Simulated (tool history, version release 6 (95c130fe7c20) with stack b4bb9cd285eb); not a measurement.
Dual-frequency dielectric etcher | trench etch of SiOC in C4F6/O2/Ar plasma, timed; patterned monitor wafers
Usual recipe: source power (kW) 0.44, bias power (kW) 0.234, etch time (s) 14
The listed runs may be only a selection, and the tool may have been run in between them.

run,hour,source power (kW),bias power (kW),etch time (s),wafers since the last listed run,hours since the last wet clean,hours since the last source power generator calibration,hours since the last bias power generator calibration,hours since the last upper electrode change,hours since the gauge calibration,"read-back reference wafer on the same gauge, depth_nm",mean etch depth across the wafer (Å)
1,0,0.44,0.234,14,0,367.4,3223.9,4763.7,2888,581.4,27.41,314
2,22.5,0.44,0.234,14,496,389.9,3246.4,4786.2,2910.5,603.9,27.39,314.7
# hour 57.8: wet clean of the chamber
3,58.3,0.44,0.234,14,260,0.5,3282.2,4822,2946.3,639.7,27.4,313.6
4,64,0.44,0.234,14,125,6.2,3287.9,4827.7,2952,645.4,27.41,314.6
5,80.8,0.44,0.234,14,370,23,3304.7,4844.5,2968.8,662.2,27.39,314.5
6,115.3,0.44,0.234,12,761,57.5,3339.2,4879,3003.3,696.7,27.4,269.4
# hour 131.3: source power generator calibrated
7,134.9,0.44,0.234,12,344,77.1,3.6,4898.6,3022.9,716.3,27.41,269.6
8,230.8,0.44,0.234,14,2115,173,99.5,4994.5,3118.8,812.2,27.39,313.9
# hour 243.1: bias power generator calibrated
9,251.6,0.49,0.291,14,370,193.8,120.3,8.5,3139.6,833,27.38,344.4
# hour 253.4: gauge calibrated
10,279.2,0.38,0.234,10,608,221.4,147.9,36.1,3167.2,25.8,27.4,211.5
# hour 304.7: upper electrode replaced
11,306.7,0.44,0.234,14,77,248.9,175.4,63.6,2,53.3,27.39,313.8
12,324.5,0.44,0.234,14,392,266.7,193.2,81.4,19.8,71.1,27.39,313.3
13,348.6,0.44,0.177,17,531,290.8,217.3,105.5,43.9,95.2,27.39,360.9
14,366.4,0.51,0.257,17,392,308.6,235.1,123.3,61.7,113,27.39,413.6
# hour 406.5: wet clean of the chamber
15,407,0.44,0.234,16.5,366,0.5,275.7,163.9,102.3,153.6,27.41,369.8
16,416.1,0.34,0.234,14,200,9.6,284.8,173,111.4,162.7,27.41,281.7
17,450.1,0.37,0.234,17.5,750,43.6,318.8,207,145.4,196.7,27.41,365.9
18,462.2,0.54,0.213,12,266,55.7,330.9,219.1,157.5,208.8,27.4,287
19,490.5,0.44,0.234,14,624,84,359.2,247.4,185.8,237.1,27.38,314.8
20,507.6,0.47,0.192,16,377,101.1,376.3,264.5,202.9,254.2,27.4,354.5
21,535.4,0.39,0.279,17,613,128.9,404.1,292.3,230.7,282,27.4,377.4
22,554.9,0.51,0.257,17,430,148.4,423.6,311.8,250.2,301.5,27.4,412.5
23,629.5,0.44,0.193,14,1645,223,498.2,386.4,324.8,376.1,27.39,303
24,655.3,0.55,0.188,10.5,569,248.8,524,412.2,350.6,401.9,27.4,247.1
25,667.8,0.47,0.194,17.5,275,261.3,536.5,424.7,363.1,414.4,27.4,389
26,693.4,0.5,0.219,14,564,286.9,562.1,450.3,388.7,440,27.38,325.9
27,724.5,0.48,0.256,16,686,318,593.2,481.4,419.8,471.1,27.4,379.4
# hour 761.4: wet clean of the chamber
28,761.9,0.52,0.264,15.5,295,0.5,630.6,518.8,457.2,508.5,27.42,380.7
29,768.1,0.44,0.234,15,136,6.7,636.8,525,463.4,514.7,27.4,337.1

Forecast each of these 5 alternatives for the next run:
A,768.5,0.44,0.234,14,8,7.1,637.2,525.4,463.8,515.1,?,?
B,768.5,0.49,0.188,16.5,8,7.1,637.2,525.4,463.8,515.1,?,?
C,768.5,0.44,0.234,17.5,8,7.1,637.2,525.4,463.8,515.1,?,?
D,768.5,0.44,0.26,14,8,7.1,637.2,525.4,463.8,515.1,?,?
E,768.5,0.48,0.265,12.5,8,7.1,637.2,525.4,463.8,515.1,?,?

run,"read-back reference wafer on the same gauge, depth_nm",mean etch depth across the wafer (Å)
A,27.41,313.9
B,27.41,370.7
C,27.41,392.4
D,27.41,320.9
E,27.41,298.1
With the hidden condition removed and each run's random variation left untouched, the same runs would have given:
run,mean etch depth across the wafer (Å)
A,313.9
B,370.7
C,392.4
D,320.9
E,298.1

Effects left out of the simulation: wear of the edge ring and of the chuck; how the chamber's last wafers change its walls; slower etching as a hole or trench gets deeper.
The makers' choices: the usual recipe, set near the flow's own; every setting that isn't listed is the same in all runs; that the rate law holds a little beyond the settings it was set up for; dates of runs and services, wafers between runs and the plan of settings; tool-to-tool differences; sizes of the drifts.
